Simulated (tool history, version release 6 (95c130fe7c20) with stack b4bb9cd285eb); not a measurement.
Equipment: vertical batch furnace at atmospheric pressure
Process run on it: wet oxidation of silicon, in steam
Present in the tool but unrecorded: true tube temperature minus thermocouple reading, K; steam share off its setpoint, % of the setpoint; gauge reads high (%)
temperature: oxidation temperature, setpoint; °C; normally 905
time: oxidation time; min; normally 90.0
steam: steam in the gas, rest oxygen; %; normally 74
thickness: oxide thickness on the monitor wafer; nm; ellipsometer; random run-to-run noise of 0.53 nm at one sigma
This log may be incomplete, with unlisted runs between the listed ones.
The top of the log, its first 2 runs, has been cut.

run	hour	temperature	time	steam	wafers since the last listed run	hours since the last temperature calibration	hours since the steam generator was serviced	hours since the gauge calibration	read-back reference wafer on the same gauge, thickness	thickness
3	30.1	905	90.0	74	135	3667.8	3638.9	78.5	231.16	251.73
4	42.7	905	90.0	74	110	3680.4	3651.5	91.1	230.97	251.80
5	53.1	905	90.0	74	91	3690.8	3661.9	101.5	230.97	251.27
6	61.7	905	90.0	74	75	3699.4	3670.5	110.1	231.10	251.89
7	70.8	905	90.0	74	79	3708.5	3679.6	119.2	230.97	250.58
8	86.6	905	124.5	74	138	3724.3	3695.4	135.0	231.10	321.16
9	121.3	905	124.5	74	304	3759.0	3730.1	169.7	230.90	321.47
10	134.6	905	90.0	74	116	3772.3	3743.4	183.0	231.19	250.98
11	153.3	905	90.0	74	163	3791.0	3762.1	201.7	230.99	250.31
12	172.7	912	90.0	82	170	3810.4	3781.5	221.1	230.99	289.84
13	191.2	912	90.0	82	162	3828.9	3800.0	239.6	231.01	289.25
14	248.9	912	90.0	82	505	3886.6	3857.7	297.3	230.90	289.97
15	257.9	905	90.0	74	78	3895.6	3866.7	306.3	230.95	249.82
16	268.9	905	90.0	74	96	3906.6	3877.7	317.3	231.16	249.70
17	288.1	905	90.0	74	168	3925.8	3896.9	336.5	230.99	249.07
18	302.2	905	73.5	67	123	3939.9	3911.0	350.6	230.98	195.55
# hour 331.0: steam generator serviced
# hour 333.6: thermocouples replaced and temperature profile calibrated
19	334.1	919	90.0	74	45	0.5	3.1	382.5	230.92	306.35
20	338.8	895	90.0	74	41	5.2	7.8	387.2	231.20	241.57
21	343.4	892	118.0	74	40	9.8	12.4	391.8	230.97	288.98

What does the tool deliver on the next run?
22	348.0	905	90.0	74	40	14.4	17.0	396.4	?	?

Run 22 yielded read-back reference wafer on the same gauge, thickness 231.09, thickness 269.62 nm.
Had the tool carried no hidden state, the very same run would have given thickness 270.02 nm.
